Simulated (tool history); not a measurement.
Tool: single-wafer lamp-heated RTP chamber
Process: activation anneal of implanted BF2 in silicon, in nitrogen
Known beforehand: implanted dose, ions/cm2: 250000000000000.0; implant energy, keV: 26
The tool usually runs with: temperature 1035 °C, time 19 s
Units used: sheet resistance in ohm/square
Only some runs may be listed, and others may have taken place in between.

| run | day | temperature | time | read-back reference wafer on the same gauge, sheet resistance | sheet resistance |
|---|---|---|---|---|---|
| 1 | 0 | 1035 | 15 | 440.88 | 450.33 |
| 2 | 0.333 | 1035 | 15 | 441.2 | 451.56 |
| 3 | 0.679 | 1035 | 19 | 441.19 | 449.23 |
| 4 | 1.383 | 1035 | 19 | 441.69 | 450.68 |
| 5 | 1.912 | 1035 | 19 | 442.4 | 450.68 |
| 6 | 2.475 | 1035 | 19 | 442.6 | 451.48 |
|  | 2.708 | gauge calibrated |
| 7 | 3.038 | 1035 | 19 | 439.27 | 447.55 |
| 8 | 3.296 | 1049 | 19 | 439.23 | 445.65 |
| 9 | 3.771 | 1049 | 27 | 439.39 | 442.02 |
| 10 | 4.117 | 1056 | 30 | 439.46 | 440.09 |
| 11 | 4.529 | 1045 | 12 | 439.67 | 450.65 |
| 12 | 5.233 | 1020 | 16 | 439.69 | 450.39 |
|  | 5.7 | reflector plate cleaned |
|  | 5.921 | pyrometer window cleaned and pyrometer calibrated |
| 13 | 5.942 | 1022 | 8 | 440 | 454.87 |
| 14 | 6.088 | 1035 | 23 | 439.87 | 447.48 |
| 15 | 6.454 | 1035 | 19 | 440.35 | 449.46 |
| 16 | 7.2 | 1057 | 19 | 440.83 | 446.54 |
| 17 | 7.542 | 1020 | 29 | 440.92 | 447.32 |
| 18 | 8.008 | 1035 | 19 | 441.18 | 451.49 |
|  | 8.283 | gauge calibrated |
| 19 | 8.475 | 1045 | 15 | 440.17 | 449.63 |

Forecast each of these 4 alternatives for the next run:
| A | 8.492 | 1035 | 19 | ? | ? |
| B | 8.492 | 1046 | 19 | ? | ? |
| C | 8.492 | 1052 | 19 | ? | ? |
| D | 8.492 | 1035 | 29 | ? | ? |

| run | read-back reference wafer on the same gauge, sheet resistance | sheet resistance |
|---|---|---|
| A | 439.88 | 449.63 |
| B | 439.88 | 448.29 |
| C | 439.88 | 447.39 |
| D | 439.88 | 445.97 |
The same runs, with their run-to-run variation unchanged, on a tool lacking any hidden condition would have given:
| run | sheet resistance |
|---|---|
| A | 449.5 |
| B | 448.16 |
| C | 447.26 |
| D | 445.84 |

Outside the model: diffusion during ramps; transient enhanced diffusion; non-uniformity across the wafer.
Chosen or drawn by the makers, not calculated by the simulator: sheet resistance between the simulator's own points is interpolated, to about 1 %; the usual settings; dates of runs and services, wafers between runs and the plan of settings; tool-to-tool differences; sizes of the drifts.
